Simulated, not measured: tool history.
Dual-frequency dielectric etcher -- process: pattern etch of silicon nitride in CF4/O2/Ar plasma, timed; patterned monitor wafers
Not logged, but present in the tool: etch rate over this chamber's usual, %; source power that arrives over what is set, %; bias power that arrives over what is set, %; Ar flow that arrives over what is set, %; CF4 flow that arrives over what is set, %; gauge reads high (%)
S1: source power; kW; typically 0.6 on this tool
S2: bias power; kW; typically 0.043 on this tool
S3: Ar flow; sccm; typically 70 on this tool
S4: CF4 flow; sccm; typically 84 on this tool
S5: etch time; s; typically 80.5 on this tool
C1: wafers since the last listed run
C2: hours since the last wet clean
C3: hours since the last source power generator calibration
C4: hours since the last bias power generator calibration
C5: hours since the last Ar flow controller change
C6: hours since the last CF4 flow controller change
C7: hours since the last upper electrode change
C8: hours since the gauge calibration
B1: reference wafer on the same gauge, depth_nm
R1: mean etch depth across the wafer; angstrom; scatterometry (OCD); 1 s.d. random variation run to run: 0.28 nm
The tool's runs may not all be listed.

run,hour,S1,S2,S3,S4,S5,C1,C2,C3,C4,C5,C6,C7,C8,B1,R1
1,0,0.6,0.043,70,84,80.5,0,100.4,3833.9,1356.6,4816.6,6051.8,2897.9,582.9,177,1883
2,35.4,0.6,0.043,70,84,80.5,580,135.8,3869.3,1392,4852,6087.2,2933.3,618.3,177,1875
3,78.3,0.6,0.043,65,84,89,702,178.7,3912.2,1434.9,4894.9,6130.1,2976.2,661.2,177,2100
4,145.5,0.6,0.043,70,84,80.5,1101,245.9,3979.4,1502.1,4962.1,6197.3,3043.4,728.4,176.9,1874
5,173,0.6,0.043,70,84,80.5,450,273.4,4006.9,1529.6,4989.6,6224.8,3070.9,755.9,176.9,1872
# hour 217.8: gauge calibrated
6,243.2,0.6,0.043,70,84,80.5,1150,343.6,4077.1,1599.8,5059.8,6295,3141.1,25.4,177.1,1872
7,312,0.6,0.043,70,84,64,1127,412.4,4145.9,1668.6,5128.6,6363.8,3209.9,94.2,177,1483
# hour 340: source power generator calibrated
8,356.2,0.64,0.037,70,65,92,658,456.6,16.2,1712.8,5172.8,6408,3254.1,138.4,177,2041
# hour 395.4: wet clean of the chamber
9,395.9,0.6,0.034,70,84,80.5,257,0.5,55.9,1752.5,5212.5,6447.7,3293.8,178.1,177.1,1784
# hour 429.6: upper electrode replaced
10,449.2,0.49,0.043,70,84,80.5,480,53.8,109.2,1805.8,5265.8,6501,19.6,231.4,177.1,1727
# hour 458: CF4 flow controller replaced
11,496.8,0.6,0.043,70,84,80.5,681,101.4,156.8,1853.4,5313.4,38.8,67.2,279,177,1880
# hour 505: Ar flow controller replaced
# hour 506.8: bias power generator calibrated
12,545.8,0.6,0.037,76,77,98.5,675,150.4,205.8,39,40.8,87.8,116.2,328,176.9,2152
13,607.3,0.56,0.043,70,84,80.5,1007,211.9,267.3,100.5,102.3,149.3,177.7,389.5,177.1,1820
14,664.5,0.6,0.043,70,84,80.5,937,269.1,324.5,157.7,159.5,206.5,234.9,446.7,177,1874

Below are 3 alternative next runs, each starting from the tool's condition after run 14. Predict each:
A,664.9,0.6,0.043,70,84,80.5,6,269.5,324.9,158.1,159.9,206.9,235.3,447.1,?,?
B,664.9,0.6,0.043,53,64,80.5,6,269.5,324.9,158.1,159.9,206.9,235.3,447.1,?,?
C,664.9,0.6,0.037,78,84,80.5,6,269.5,324.9,158.1,159.9,206.9,235.3,447.1,?,?

run,B1,R1
A,177,1869
B,177,1906
C,177,1768
Without the tool's hidden state the same runs would have given:
run,R1
A,1875
B,1912
C,1774
